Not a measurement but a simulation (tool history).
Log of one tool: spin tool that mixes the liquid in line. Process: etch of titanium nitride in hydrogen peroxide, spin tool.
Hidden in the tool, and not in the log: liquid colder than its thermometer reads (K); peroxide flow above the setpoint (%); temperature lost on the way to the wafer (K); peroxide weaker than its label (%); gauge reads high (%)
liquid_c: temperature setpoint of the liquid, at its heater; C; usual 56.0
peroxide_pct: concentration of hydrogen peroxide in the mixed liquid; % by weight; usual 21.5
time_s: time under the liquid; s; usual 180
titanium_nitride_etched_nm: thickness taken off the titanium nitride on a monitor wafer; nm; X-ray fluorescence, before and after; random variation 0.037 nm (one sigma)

run     day  liquid_c  peroxide_pct  time_s  wafers since the last listed run  hours since the thermometer was replaced  hours since the peroxide flow meter was replaced  hours since the heated supply line was repaired  hours since the drum of peroxide was connected  hours since the gauge calibration  read-back film thickness of the titanium nitride reference wafer, read on the same gauge (nm)  titanium_nitride_etched_nm
  1   0.000      50.5          21.5     180                                 0                                     202.7                                             145.7                                           2772.5                                          1196.9                             1079.2                                                                                          30.04                        5.28
  2   1.312      56.0          21.5     180                               254                                     234.2                                             177.2                                           2804.0                                          1228.4                             1110.7                                                                                          30.00                        7.81
  3   2.633      59.0          25.0     180                               256                                     265.9                                             208.9                                           2835.7                                          1260.1                             1142.4                                                                                          29.99                        9.90
  4   3.254      56.0          21.5     155                               120                                     280.8                                             223.8                                           2850.6                                          1275.0                             1157.3                                                                                          30.04                        6.70
  5   4.529      59.0          25.0     180                               247                                     311.4                                             254.4                                           2881.2                                          1305.6                             1187.9                                                                                          30.05                        9.87
  6   5.404      56.0          21.5     180                               169                                     332.4                                             275.4                                           2902.2                                          1326.6                             1208.9                                                                                          29.98                        7.81
  7   6.750      56.0          21.5     105                               261                                     364.7                                             307.7                                           2934.5                                          1358.9                             1241.2                                                                                          29.96                        4.56
  8   7.317      56.0          25.5     280                               109                                     378.3                                             321.3                                           2948.1                                          1372.5                             1254.8                                                                                          30.02                       12.54
  9   8.458      60.5          21.5     180                               221                                     405.7                                             348.7                                           2975.5                                          1399.9                             1282.2                                                                                          30.01                       10.50
      9.225  -- new drum of peroxide connected
 10   9.304      56.0          17.0     285                               156                                     426.0                                             369.0                                           2995.8                                             1.9                             1302.5                                                                                          29.96                       11.72
 11  10.738      56.0          21.5     180                               278                                     460.4                                             403.4                                           3030.2                                            36.3                             1336.9                                                                                          29.99                        7.69
 12  11.338      51.0          15.0      75                               116                                     474.8                                             417.8                                           3044.6                                            50.7                             1351.3                                                                                          29.98                        2.11
 13  11.992      56.0          24.5     110                               126                                     490.5                                             433.5                                           3060.3                                            66.4                             1367.0                                                                                          29.99                        4.86
     12.604  -- gauge calibrated
 14  12.754      56.0          21.5     155                               147                                     508.8                                             451.8                                           3078.6                                            84.7                                3.6                                                                                          30.02                        6.61
     13.467  -- heated supply line repaired
 15  13.838      52.5          21.5     230                               202                                     534.8                                             477.8                                              8.9                                           110.7                               29.6                                                                                          29.98                        7.72
 16  15.333      56.0          21.5     240                               290                                     570.7                                             513.7                                             44.8                                           146.6                               65.5                                                                                          29.98                       10.32
 17  16.438      56.0          21.5     180                               214                                     597.2                                             540.2                                             71.3                                           173.1                               92.0                                                                                          30.03                        7.77
 18  17.125      56.0          21.5     135                               133                                     613.7                                             556.7                                             87.8                                           189.6                              108.5                                                                                          30.05                        5.80
 19  18.096      56.0          21.5     290                               188                                     637.0                                             580.0                                            111.1                                           212.9                              131.8                                                                                          30.00                       12.42
 20  18.808      62.5          15.5     235                               138                                     654.1                                             597.1                                            128.2                                           230.0                              148.9                                                                                          30.02                       14.53
 21  19.650      56.0          21.5     180                               163                                     674.3                                             617.3                                            148.4                                           250.2                              169.1                                                                                          30.02                        7.68
 22  20.788      46.5          21.5     120                               220                                     701.6                                             644.6                                            175.7                                           277.5                              196.4                                                                                          29.97                        2.58
 23  21.746      56.0          21.5     180                               185                                     724.6                                             667.6                                            198.7                                           300.5                              219.4                                                                                          29.97                        7.69
 24  22.938      63.5          21.5     265                               231                                     753.2                                             696.2                                            227.3                                           329.1                              248.0                                                                                          30.01                       18.59
 25  23.600      63.5          15.5      90                               128                                     769.1                                             712.1                                            243.2                                           345.0                              263.9                                                                                          29.97                        5.95

Some steps in titanium_nitride_etched_nm between neighbouring runs. How much of each would the tool show without its hidden state too (settings, what came in, random variation), and how much is left for the hidden state, with any gauge scatter that isn't in both results?
Run 23 -> 24: liquid_c 56.0 -> 63.5, time_s 180 -> 265. titanium_nitride_etched_nm +10.90 nm: hidden state -0.43, all else +11.33.
Run 24 -> 25: peroxide_pct 21.5 -> 15.5, time_s 265 -> 90. titanium_nitride_etched_nm -12.64 nm: hidden state +0.49, all else -13.13.

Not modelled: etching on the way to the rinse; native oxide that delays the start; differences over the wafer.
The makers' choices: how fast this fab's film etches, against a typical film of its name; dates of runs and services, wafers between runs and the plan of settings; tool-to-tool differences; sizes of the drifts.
